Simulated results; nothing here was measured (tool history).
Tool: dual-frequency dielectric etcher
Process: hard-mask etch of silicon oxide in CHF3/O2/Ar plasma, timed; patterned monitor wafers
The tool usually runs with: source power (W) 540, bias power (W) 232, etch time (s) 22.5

run	hour	source power (W)	bias power (W)	etch time (s)	read-back reference wafer on the same gauge, depth_nm	mean etch depth across the wafer (nm)
1	0.0	540	232	22.5	53.61	47.69
2	7.9	540	232	22.5	53.61	47.88
3	20.9	540	232	22.5	53.60	47.77
4	30.1	540	232	22.5	53.62	48.01
5	41.0	540	232	22.5	53.57	47.58
6	58.8	540	232	22.5	53.58	48.27
7	103.0	540	232	22.5	53.55	48.54
8	118.6	470	232	22.5	53.62	46.27
9	127.9	470	232	22.5	53.60	45.99
# hour 147.2: gauge calibrated
# hour 160.8: source power generator calibrated
10	181.4	470	232	22.5	53.62	46.73
# hour 209.0: wet clean of the chamber
11	209.5	540	247	22.5	53.60	48.54
12	209.8	440	211	22.5	53.61	42.94
13	211.5	600	186	16.5	53.60	33.83
# hour 237.2: upper electrode replaced, of another model than before
14	248.7	450	195	19.0	53.63	33.20
# hour 262.6: bias power generator calibrated
15	265.6	540	232	22.5	53.61	47.64
16	280.2	540	232	22.5	53.61	47.94
17	291.2	430	216	22.5	53.62	39.83
18	306.8	610	232	20.0	53.61	46.13
19	324.1	540	232	22.5	53.59	47.99
20	331.3	540	232	22.5	53.61	47.99
21	347.2	540	267	22.5	53.62	51.19
22	356.2	500	266	26.0	53.60	56.47

What if the next run were any one of these 5? Each begins from the tool's condition after run 22:
A	356.6	540	232	22.5	?	?
B	356.6	540	260	17.0	?	?
C	356.6	400	232	17.0	?	?
D	356.6	590	211	22.5	?	?
E	356.6	650	179	27.0	?	?

run	read-back reference wafer on the same gauge, depth_nm	mean etch depth across the wafer (nm)
A	53.58	48.10
B	53.58	38.17
C	53.58	29.51
D	53.58	48.71
E	53.58	57.65
What these runs would have given with no unlogged condition in the tool:
run	mean etch depth across the wafer (nm)
A	46.89
B	37.22
C	28.77
D	47.49
E	56.21

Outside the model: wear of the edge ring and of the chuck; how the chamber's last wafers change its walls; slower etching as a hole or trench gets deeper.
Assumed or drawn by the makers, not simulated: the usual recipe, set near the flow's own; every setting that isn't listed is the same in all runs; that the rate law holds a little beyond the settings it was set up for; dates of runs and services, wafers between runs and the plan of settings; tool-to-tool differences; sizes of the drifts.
